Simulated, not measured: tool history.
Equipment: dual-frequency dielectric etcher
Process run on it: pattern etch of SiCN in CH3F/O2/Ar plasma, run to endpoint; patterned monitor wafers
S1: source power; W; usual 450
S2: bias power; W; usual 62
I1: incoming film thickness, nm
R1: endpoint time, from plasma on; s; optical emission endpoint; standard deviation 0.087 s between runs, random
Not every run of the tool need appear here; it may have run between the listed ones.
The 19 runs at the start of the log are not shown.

At hour 1133.4: wet clean of the chamber.
Run 20, hour 1133.9: usual settings but S1 510 W, S2 71 W; I1 8.61. Result: R1 18.8 s.
Run 21, hour 1164.8: usual settings but S1 410 W, S2 70 W; I1 8.49. Result: R1 19.5 s.
Run 22, hour 1192.4: usual settings but S1 510 W, S2 47 W; I1 8.60. Result: R1 23.3 s.
Run 23, hour 1230.3: usual settings but S1 550 W, S2 72 W; I1 8.50. Result: R1 17.7 s.
Run 24, hour 1264.3: usual settings; I1 8.67. Result: R1 20.5 s.
Run 25, hour 1309.0: usual settings but S1 530 W, S2 73 W; I1 8.66. Result: R1 17.9 s.
At hour 1334.7: source power generator calibrated.
Run 26, hour 1352.7: usual settings but S1 520 W, S2 49 W; I1 8.63. Result: R1 22.3 s.
At hour 1404.8: bias power generator calibrated.
Run 27, hour 1423.6: usual settings but S1 420 W, S2 74 W; I1 8.63. Result: R1 19.1 s.
Run 28, hour 1471.3: usual settings but S1 510 W, S2 57 W; I1 8.68. Result: R1 21.0 s.
At hour 1559.3: wet clean of the chamber.
Run 29, hour 1559.8: usual settings but S1 490 W; I1 8.58. Result: R1 20.9 s.
Run 30, hour 1602.8: usual settings; I1 8.57. Result: R1 21.4 s.
Run 31, hour 1632.0: usual settings but S1 560 W, S2 54 W; I1 8.53. Result: R1 21.7 s.
Run 32, hour 1665.3: usual settings but S1 500 W; I1 8.60. Result: R1 20.8 s.
Run 33, hour 1722.3: usual settings; I1 8.57. Result: R1 21.0 s.
Run 34, hour 1781.1: usual settings but S1 370 W, S2 51 W; I1 8.64. Result: R1 24.7 s.

Forecast each of these 3 alternatives for the next run:
Run A, hour 1781.5: usual settings; I1 8.60. Result: R1 ?.
Run B, hour 1781.5: usual settings but S1 530 W; I1 8.60. Result: R1 ?.
Run C, hour 1781.5: usual settings but S1 370 W, S2 74 W; I1 8.60. Result: R1 ?.

run    R1
  A  21.0
  B  20.1
  C  20.0
What these runs would have given with no unlogged condition in the tool:
run    R1
  A  21.4
  B  20.6
  C  20.4
